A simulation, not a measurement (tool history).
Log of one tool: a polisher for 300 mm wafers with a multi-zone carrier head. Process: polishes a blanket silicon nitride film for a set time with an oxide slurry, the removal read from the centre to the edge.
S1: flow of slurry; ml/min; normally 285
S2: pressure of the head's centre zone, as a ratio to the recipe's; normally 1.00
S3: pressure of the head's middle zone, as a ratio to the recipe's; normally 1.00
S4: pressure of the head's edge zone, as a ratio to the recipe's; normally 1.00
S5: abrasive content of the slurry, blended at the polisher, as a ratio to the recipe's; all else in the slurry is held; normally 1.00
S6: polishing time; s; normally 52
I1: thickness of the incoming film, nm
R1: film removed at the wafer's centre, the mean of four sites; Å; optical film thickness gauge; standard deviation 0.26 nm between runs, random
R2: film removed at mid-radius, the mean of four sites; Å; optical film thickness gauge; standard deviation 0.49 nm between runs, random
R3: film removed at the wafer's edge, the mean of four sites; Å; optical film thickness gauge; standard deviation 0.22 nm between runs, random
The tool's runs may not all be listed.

| run | day | S1 | S2 | S3 | S4 | S5 | S6 | I1 | R1 | R2 | R3 |
|---|---|---|---|---|---|---|---|---|---|---|---|
| 1 | 0.000 | 335 | 1.00 | 1.00 | 1.00 | 0.90 | 52 | 367.1 | 339 | 310 | 303 |
| 2 | 1.704 | 285 | 1.00 | 1.00 | 1.00 | 1.00 | 52 | 370.6 | 371 | 329 | 327 |
| 3 | 3.954 | 225 | 1.00 | 1.00 | 1.00 | 1.00 | 52 | 366.3 | 363 | 336 | 323 |
| 4 | 5.379 | 285 | 0.96 | 1.00 | 1.00 | 1.20 | 68 | 370.5 | 514 | 501 | 482 |
| 5 | 6.679 | 285 | 1.00 | 1.00 | 1.00 | 1.00 | 52 | 376.0 | 366 | 329 | 328 |
|  | 6.896 | slurry nozzle cleaned |
|  | 7.733 | worn pad replaced by a new one |
| 6 | 9.342 | 285 | 1.08 | 1.00 | 1.10 | 1.00 | 52 | 372.4 | 395 | 335 | 341 |
| 7 | 12.196 | 225 | 1.00 | 1.00 | 1.00 | 1.00 | 60 | 374.6 | 416 | 385 | 375 |
|  | 13.000 | edge zone pressure recalibrated |
|  | 13.538 | carrier head's membrane replaced by a new one |
| 8 | 14.625 | 285 | 1.00 | 1.00 | 1.00 | 1.00 | 52 | 372.5 | 368 | 332 | 328 |
| 9 | 16.567 | 285 | 1.06 | 1.00 | 1.00 | 1.00 | 59 | 368.7 | 445 | 385 | 374 |
| 10 | 18.229 | 285 | 0.95 | 1.05 | 1.04 | 1.00 | 58 | 364.2 | 393 | 376 | 372 |
|  | 19.729 | centre zone pressure recalibrated |
| 11 | 20.912 | 285 | 1.00 | 1.00 | 0.93 | 1.00 | 52 | 376.4 | 331 | 335 | 321 |
| 12 | 22.362 | 185 | 1.00 | 1.00 | 1.00 | 1.00 | 42 | 368.0 | 262 | 260 | 261 |
|  | 22.546 | worn pad replaced by a new one |
|  | 23.125 | slurry nozzle cleaned |
| 13 | 24.088 | 215 | 1.00 | 1.00 | 1.00 | 0.90 | 52 | 370.3 | 307 | 297 | 299 |
| 14 | 25.583 | 215 | 1.00 | 1.00 | 1.00 | 1.00 | 41 | 371.6 | 263 | 265 | 254 |
| 15 | 29.588 | 285 | 1.00 | 1.00 | 1.00 | 1.00 | 52 | 370.6 | 342 | 329 | 330 |
| 16 | 30.933 | 285 | 1.00 | 1.00 | 1.00 | 1.25 | 52 | 373.2 | 392 | 375 | 375 |
| 17 | 33.850 | 285 | 1.00 | 1.00 | 1.00 | 1.00 | 52 | 372.2 | 351 | 333 | 332 |
| 18 | 35.058 | 285 | 1.00 | 1.00 | 1.00 | 1.10 | 52 | 371.7 | 375 | 360 | 351 |
| 19 | 36.917 | 285 | 1.00 | 1.00 | 1.00 | 1.00 | 52 | 374.2 | 355 | 339 | 324 |
|  | 37.404 | slurry nozzle cleaned |
|  | 37.488 | worn pad replaced by a new one |
| 20 | 38.258 | 285 | 1.00 | 1.00 | 1.00 | 1.00 | 52 | 372.2 | 356 | 322 | 328 |

Branching from run 20: 5 alternative next runs. What would each branch give?
| A | 38.275 | 285 | 1.00 | 1.00 | 1.00 | 1.00 | 52 | 374.5 | ? | ? | ? |
| B | 38.275 | 285 | 1.06 | 1.00 | 1.00 | 1.30 | 52 | 374.5 | ? | ? | ? |
| C | 38.275 | 285 | 1.00 | 1.00 | 1.00 | 0.80 | 52 | 374.5 | ? | ? | ? |
| D | 38.275 | 285 | 0.95 | 1.08 | 0.96 | 0.90 | 52 | 374.5 | ? | ? | ? |
| E | 38.275 | 335 | 1.00 | 1.00 | 1.05 | 1.00 | 52 | 374.5 | ? | ? | ? |

| run | R1 | R2 | R3 |
|---|---|---|---|
| A | 354 | 331 | 325 |
| B | 438 | 386 | 379 |
| C | 295 | 276 | 270 |
| D | 311 | 326 | 296 |
| E | 358 | 334 | 333 |
Without the tool's unlogged condition, the same runs would have read:
| run | R1 | R2 | R3 |
|---|---|---|---|
| A | 330 | 331 | 325 |
| B | 408 | 387 | 379 |
| C | 275 | 276 | 270 |
| D | 290 | 326 | 296 |
| E | 333 | 335 | 333 |
